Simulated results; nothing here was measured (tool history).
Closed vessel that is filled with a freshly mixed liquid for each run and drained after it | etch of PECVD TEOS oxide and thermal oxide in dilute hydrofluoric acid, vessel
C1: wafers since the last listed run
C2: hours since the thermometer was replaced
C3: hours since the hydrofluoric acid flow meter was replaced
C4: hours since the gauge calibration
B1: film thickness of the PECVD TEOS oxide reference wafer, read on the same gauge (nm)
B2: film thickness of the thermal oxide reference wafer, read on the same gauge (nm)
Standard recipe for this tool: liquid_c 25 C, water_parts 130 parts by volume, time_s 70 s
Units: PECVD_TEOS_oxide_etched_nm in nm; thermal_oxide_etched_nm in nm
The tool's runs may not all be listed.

{"run": 1, "hour": 0.0, "liquid_c": 25, "water_parts": 105, "time_s": 55, "C1": 0, "C2": 1967, "C3": 1137.9, "C4": 2003.9, "B1": 60, "B2": 59.994, "PECVD_TEOS_oxide_etched_nm": 5.79, "thermal_oxide_etched_nm": 2.418}
{"run": 2, "hour": 87.9, "liquid_c": 25, "water_parts": 105, "time_s": 55, "C1": 10683, "C2": 2054.9, "C3": 1225.8, "C4": 2091.8, "B1": 60, "B2": 59.956, "PECVD_TEOS_oxide_etched_nm": 5.78, "thermal_oxide_etched_nm": 2.399}
{"run": 3, "hour": 172.7, "liquid_c": 25, "water_parts": 130, "time_s": 70, "C1": 10307, "C2": 2139.7, "C3": 1310.6, "C4": 2176.6, "B1": 60.01, "B2": 59.993, "PECVD_TEOS_oxide_etched_nm": 5.73, "thermal_oxide_etched_nm": 2.359}
{"run": 4, "hour": 215.4, "liquid_c": 25, "water_parts": 130, "time_s": 70, "C1": 5190, "C2": 2182.4, "C3": 1353.3, "C4": 2219.3, "B1": 60, "B2": 59.979, "PECVD_TEOS_oxide_etched_nm": 5.74, "thermal_oxide_etched_nm": 2.4}
{"run": 5, "hour": 289.6, "liquid_c": 25, "water_parts": 130, "time_s": 70, "C1": 9018, "C2": 2256.6, "C3": 1427.5, "C4": 2293.5, "B1": 60.01, "B2": 59.991, "PECVD_TEOS_oxide_etched_nm": 5.73, "thermal_oxide_etched_nm": 2.443}
{"hour": 416.7, "done": "thermometer replaced"}
{"run": 6, "hour": 492.5, "liquid_c": 25, "water_parts": 130, "time_s": 70, "C1": 24540, "C2": 75.8, "C3": 1630.4, "C4": 2496.4, "B1": 60.01, "B2": 59.987, "PECVD_TEOS_oxide_etched_nm": 6.21, "thermal_oxide_etched_nm": 2.514}
{"run": 7, "hour": 551.7, "liquid_c": 25, "water_parts": 130, "time_s": 70, "C1": 7195, "C2": 135, "C3": 1689.6, "C4": 2555.6, "B1": 59.97, "B2": 60.019, "PECVD_TEOS_oxide_etched_nm": 6.19, "thermal_oxide_etched_nm": 2.568}
{"run": 8, "hour": 641.6, "liquid_c": 25, "water_parts": 130, "time_s": 70, "C1": 10926, "C2": 224.9, "C3": 1779.5, "C4": 2645.5, "B1": 59.99, "B2": 60.015, "PECVD_TEOS_oxide_etched_nm": 6.22, "thermal_oxide_etched_nm": 2.649}
{"run": 9, "hour": 710.3, "liquid_c": 28, "water_parts": 100, "time_s": 105, "C1": 8350, "C2": 293.6, "C3": 1848.2, "C4": 2714.2, "B1": 60, "B2": 59.993, "PECVD_TEOS_oxide_etched_nm": 14.17, "thermal_oxide_etched_nm": 5.755}
{"hour": 726.3, "done": "hydrofluoric acid flow meter replaced"}
{"hour": 965.1, "done": "gauge calibrated"}
{"run": 10, "hour": 1010.9, "liquid_c": 25, "water_parts": 105, "time_s": 55, "C1": 36415, "C2": 594.2, "C3": 284.6, "C4": 45.8, "B1": 60.01, "B2": 59.956, "PECVD_TEOS_oxide_etched_nm": 6.19, "thermal_oxide_etched_nm": 2.568}
{"run": 11, "hour": 1104.0, "liquid_c": 26.5, "water_parts": 130, "time_s": 70, "C1": 11315, "C2": 687.3, "C3": 377.7, "C4": 138.9, "B1": 60.03, "B2": 59.987, "PECVD_TEOS_oxide_etched_nm": 6.56, "thermal_oxide_etched_nm": 2.673}
{"run": 12, "hour": 1270.6, "liquid_c": 27.5, "water_parts": 170, "time_s": 95, "C1": 20249, "C2": 853.9, "C3": 544.3, "C4": 305.5, "B1": 60, "B2": 59.995, "PECVD_TEOS_oxide_etched_nm": 6.57, "thermal_oxide_etched_nm": 2.747}
{"run": 13, "hour": 1350.0, "liquid_c": 25, "water_parts": 70, "time_s": 100, "C1": 9650, "C2": 933.3, "C3": 623.7, "C4": 384.9, "B1": 60.02, "B2": 59.995, "PECVD_TEOS_oxide_etched_nm": 17.37, "thermal_oxide_etched_nm": 7.438}
{"run": 14, "hour": 1392.6, "liquid_c": 26.5, "water_parts": 170, "time_s": 40, "C1": 5177, "C2": 975.9, "C3": 666.3, "C4": 427.5, "B1": 60.01, "B2": 59.998, "PECVD_TEOS_oxide_etched_nm": 2.66, "thermal_oxide_etched_nm": 1.149}
{"run": 15, "hour": 1432.9, "liquid_c": 27, "water_parts": 155, "time_s": 70, "C1": 4898, "C2": 1016.2, "C3": 706.6, "C4": 467.8, "B1": 59.99, "B2": 60.031, "PECVD_TEOS_oxide_etched_nm": 5.31, "thermal_oxide_etched_nm": 2.178}
{"run": 16, "hour": 1483.6, "liquid_c": 25, "water_parts": 130, "time_s": 70, "C1": 6162, "C2": 1066.9, "C3": 757.3, "C4": 518.5, "B1": 60, "B2": 60.004, "PECVD_TEOS_oxide_etched_nm": 6.01, "thermal_oxide_etched_nm": 2.534}
{"run": 17, "hour": 1541.9, "liquid_c": 25, "water_parts": 130, "time_s": 70, "C1": 7086, "C2": 1125.2, "C3": 815.6, "C4": 576.8, "B1": 59.99, "B2": 60.015, "PECVD_TEOS_oxide_etched_nm": 6.09, "thermal_oxide_etched_nm": 2.47}
{"run": 18, "hour": 1603.0, "liquid_c": 28.5, "water_parts": 155, "time_s": 55, "C1": 7426, "C2": 1186.3, "C3": 876.7, "C4": 637.9, "B1": 60.01, "B2": 60.017, "PECVD_TEOS_oxide_etched_nm": 4.38, "thermal_oxide_etched_nm": 1.837}
{"run": 19, "hour": 1700.8, "liquid_c": 25, "water_parts": 130, "time_s": 70, "C1": 11887, "C2": 1284.1, "C3": 974.5, "C4": 735.7, "B1": 60.02, "B2": 60.001, "PECVD_TEOS_oxide_etched_nm": 6, "thermal_oxide_etched_nm": 2.445}
{"run": 20, "hour": 1808.1, "liquid_c": 23.5, "water_parts": 100, "time_s": 45, "C1": 13041, "C2": 1391.4, "C3": 1081.8, "C4": 843, "B1": 60, "B2": 59.978, "PECVD_TEOS_oxide_etched_nm": 4.89, "thermal_oxide_etched_nm": 2.037}
{"run": 21, "hour": 1878.4, "liquid_c": 25, "water_parts": 130, "time_s": 55, "C1": 8544, "C2": 1461.7, "C3": 1152.1, "C4": 913.3, "B1": 60, "B2": 60.001, "PECVD_TEOS_oxide_etched_nm": 4.68, "thermal_oxide_etched_nm": 1.947}
{"run": 22, "hour": 2134.9, "liquid_c": 25, "water_parts": 130, "time_s": 70, "C1": 31176, "C2": 1718.2, "C3": 1408.6, "C4": 1169.8, "B1": 60, "B2": 59.996, "PECVD_TEOS_oxide_etched_nm": 5.83, "thermal_oxide_etched_nm": 2.452}
{"run": 23, "hour": 2219.0, "liquid_c": 25, "water_parts": 105, "time_s": 55, "C1": 10222, "C2": 1802.3, "C3": 1492.7, "C4": 1253.9, "B1": 59.99, "B2": 59.997, "PECVD_TEOS_oxide_etched_nm": 5.86, "thermal_oxide_etched_nm": 2.37}
{"run": 24, "hour": 2272.4, "liquid_c": 29.5, "water_parts": 90, "time_s": 35, "C1": 6490, "C2": 1855.7, "C3": 1546.1, "C4": 1307.3, "B1": 59.98, "B2": 59.965, "PECVD_TEOS_oxide_etched_nm": 5.26, "thermal_oxide_etched_nm": 2.244}
{"run": 25, "hour": 2313.1, "liquid_c": 29.5, "water_parts": 90, "time_s": 35, "C1": 4946, "C2": 1896.4, "C3": 1586.8, "C4": 1348, "B1": 59.99, "B2": 60, "PECVD_TEOS_oxide_etched_nm": 5.35, "thermal_oxide_etched_nm": 2.213}

What if the next run were any one of these 5? Each begins from the tool's condition after run 25:
{"run": "A", "hour": 2313.8, "liquid_c": 25, "water_parts": 130, "time_s": 70, "C1": 85, "C2": 1897.1, "C3": 1587.5, "C4": 1348.7, "B1": "?", "B2": "?", "PECVD_TEOS_oxide_etched_nm": "?", "thermal_oxide_etched_nm": "?"}
{"run": "B", "hour": 2313.8, "liquid_c": 21.5, "water_parts": 130, "time_s": 35, "C1": 85, "C2": 1897.1, "C3": 1587.5, "C4": 1348.7, "B1": "?", "B2": "?", "PECVD_TEOS_oxide_etched_nm": "?", "thermal_oxide_etched_nm": "?"}
{"run": "C", "hour": 2313.8, "liquid_c": 23.5, "water_parts": 85, "time_s": 105, "C1": 85, "C2": 1897.1, "C3": 1587.5, "C4": 1348.7, "B1": "?", "B2": "?", "PECVD_TEOS_oxide_etched_nm": "?", "thermal_oxide_etched_nm": "?"}
{"run": "D", "hour": 2313.8, "liquid_c": 20.5, "water_parts": 70, "time_s": 30, "C1": 85, "C2": 1897.1, "C3": 1587.5, "C4": 1348.7, "B1": "?", "B2": "?", "PECVD_TEOS_oxide_etched_nm": "?", "thermal_oxide_etched_nm": "?"}
{"run": "E", "hour": 2313.8, "liquid_c": 28.5, "water_parts": 130, "time_s": 40, "C1": 85, "C2": 1897.1, "C3": 1587.5, "C4": 1348.7, "B1": "?", "B2": "?", "PECVD_TEOS_oxide_etched_nm": "?", "thermal_oxide_etched_nm": "?"}

run=A B1=59.99 B2=59.984 PECVD_TEOS_oxide_etched_nm=5.92 thermal_oxide_etched_nm=2.417
run=B B1=59.99 B2=59.984 PECVD_TEOS_oxide_etched_nm=2.57 thermal_oxide_etched_nm=1.051
run=C B1=59.99 B2=59.984 PECVD_TEOS_oxide_etched_nm=13.47 thermal_oxide_etched_nm=5.504
run=D B1=59.99 B2=59.984 PECVD_TEOS_oxide_etched_nm=4.2 thermal_oxide_etched_nm=1.715
run=E B1=59.99 B2=59.984 PECVD_TEOS_oxide_etched_nm=3.87 thermal_oxide_etched_nm=1.58
Stripped of hidden state, with their random variation kept, the same runs would have yielded:
run=A PECVD_TEOS_oxide_etched_nm=6.36 thermal_oxide_etched_nm=2.596
run=B PECVD_TEOS_oxide_etched_nm=2.77 thermal_oxide_etched_nm=1.132
run=C PECVD_TEOS_oxide_etched_nm=14.52 thermal_oxide_etched_nm=5.932
run=D PECVD_TEOS_oxide_etched_nm=4.54 thermal_oxide_etched_nm=1.854
run=E PECVD_TEOS_oxide_etched_nm=4.15 thermal_oxide_etched_nm=1.693

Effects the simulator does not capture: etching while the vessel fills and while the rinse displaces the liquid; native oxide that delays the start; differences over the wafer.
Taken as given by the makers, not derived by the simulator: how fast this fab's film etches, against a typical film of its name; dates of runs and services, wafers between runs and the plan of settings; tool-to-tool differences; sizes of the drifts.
